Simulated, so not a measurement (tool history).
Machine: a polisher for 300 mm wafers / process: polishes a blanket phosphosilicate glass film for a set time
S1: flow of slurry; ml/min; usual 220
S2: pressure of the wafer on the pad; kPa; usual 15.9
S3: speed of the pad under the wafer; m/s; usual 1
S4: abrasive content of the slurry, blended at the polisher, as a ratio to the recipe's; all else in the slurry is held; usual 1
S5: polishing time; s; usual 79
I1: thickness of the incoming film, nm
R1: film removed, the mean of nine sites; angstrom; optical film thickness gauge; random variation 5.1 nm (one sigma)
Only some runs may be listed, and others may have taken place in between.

run,hour,S1,S2,S3,S4,S5,I1,R1
1,0,220,15.9,1,1,89,3535,5103
2,70,220,20,1,1,79,3519.7,5672
# hour 95.2: slurry blender recalibrated
# hour 118.7: slurry nozzle cleaned
3,176,220,11.7,1,1,79,3559.8,3483
# hour 241.4: worn pad replaced by a new one
4,281.3,220,11.7,1,1,79,3496,3517
# hour 338.9: conditioning disc replaced and pad reconditioned
5,387.8,220,11.7,1,1,79,3491.8,3535
# hour 431.4: head pressure recalibrated
6,469.9,220,15.9,1.26,1,79,3531.4,5205
7,566.5,220,15.9,1.26,1,79,3529,5151
# hour 581.9: slurry blender recalibrated
# hour 621.3: slurry nozzle cleaned
8,640.7,220,15.9,1,1,79,3461.7,4241
# hour 661.8: worn pad replaced by a new one
9,741.3,265,15.9,0.9,1,87,3519.8,4434
10,816.4,220,15.9,1,1,79,3538,4344
# hour 879.7: conditioning disc replaced and pad reconditioned
11,903.3,220,15.9,1,1,102,3547.9,5713
12,991.5,220,15.9,1,1,79,3571.1,4340
13,1040.7,220,12.4,1,1,99,3548.2,4371
# hour 1067.2: slurry nozzle cleaned
# hour 1069.2: slurry blender recalibrated
14,1102,165,20,1,1,79,3571.6,5330
# hour 1137.1: worn pad replaced by a new one
15,1159.4,220,15.9,1,1,96,3529.2,5415
16,1256.2,220,15.9,1,1,58,3601.3,3327
# hour 1349.4: conditioning disc replaced and pad reconditioned
17,1477.7,220,17.9,1.14,1,79,3494.8,5703
# hour 1503.8: slurry nozzle cleaned
# hour 1507.4: slurry blender recalibrated
18,1535.9,280,11,0.66,0.75,79,3498.5,2065
# hour 1588.8: worn pad replaced by a new one
19,1598.2,220,15.9,1,1.2,102,3537.9,6455
# hour 1694.8: head pressure recalibrated
20,1699.4,265,19.3,1.3,1,70,3485.6,5930

For run 21, what comes out?
21,1742.9,250,15.9,1,0.9,79,3545.8,?

{"run 21": {"R1": 4130}}
Were there no unlogged condition in the tool, this run, its random variation unchanged, would have produced R1 4119 angstrom.
